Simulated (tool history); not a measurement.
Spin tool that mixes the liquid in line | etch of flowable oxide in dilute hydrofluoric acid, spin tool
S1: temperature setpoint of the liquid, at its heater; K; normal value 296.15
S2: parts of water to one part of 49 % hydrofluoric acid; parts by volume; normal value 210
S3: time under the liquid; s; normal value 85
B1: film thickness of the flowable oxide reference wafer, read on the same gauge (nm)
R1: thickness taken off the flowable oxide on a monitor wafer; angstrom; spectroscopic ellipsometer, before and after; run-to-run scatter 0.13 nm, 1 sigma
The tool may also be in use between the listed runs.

run     day      S1   S2   S3      B1     R1
  1   0.000  296.15  210   85  100.01  215.7
  2  12.633  294.15  210  120  100.00  285.6
  3  16.192  294.15  210  120  100.02  287.3
  4  20.188  296.15  210   85  100.00  219.6
  5  21.896  296.15  210   85   99.99  222.9
  6  26.354  296.15  210   85   99.98  222.4
  7  28.008  296.15  210   85  100.03  224.7
  8  32.079  296.15  210   85  100.02  224.0
  9  36.100  296.15  210   85  100.03  226.4
 10  38.000  296.15  210   85  100.01  226.5
     39.646  -- gauge calibrated
 11  41.483  294.65  275   85  100.02  152.5
 12  45.883  294.65  275   85  100.03  154.4
 13  53.167  299.65  180  125   99.99  460.5
 14  56.062  296.15  210   85  100.02  231.0
 15  59.238  296.15  290   55  100.01   98.4
     59.400  -- hydrofluoric acid flow meter replaced
 16  61.033  296.15  210   85   99.99  224.9
     61.929  -- thermometer replaced
 17  64.804  297.65  210  120   99.98  316.5
 18  66.346  296.15  210  105  100.02  261.6
 19  70.750  296.15  210   85   99.99  215.5
 20  76.275  296.15  210   85  100.00  216.4
 21  79.558  296.15  270   85   99.98  158.7
 22  82.625  299.15  210   60   99.97  170.8

Run 23 comes next. What will it give?
 23  84.762  296.15  255  105   ?   ?

{"run 23": {"B1": 100.0, "R1": 214.3}}
Minus the tool's unlogged condition, the same run would have read R1 209.3 angstrom.

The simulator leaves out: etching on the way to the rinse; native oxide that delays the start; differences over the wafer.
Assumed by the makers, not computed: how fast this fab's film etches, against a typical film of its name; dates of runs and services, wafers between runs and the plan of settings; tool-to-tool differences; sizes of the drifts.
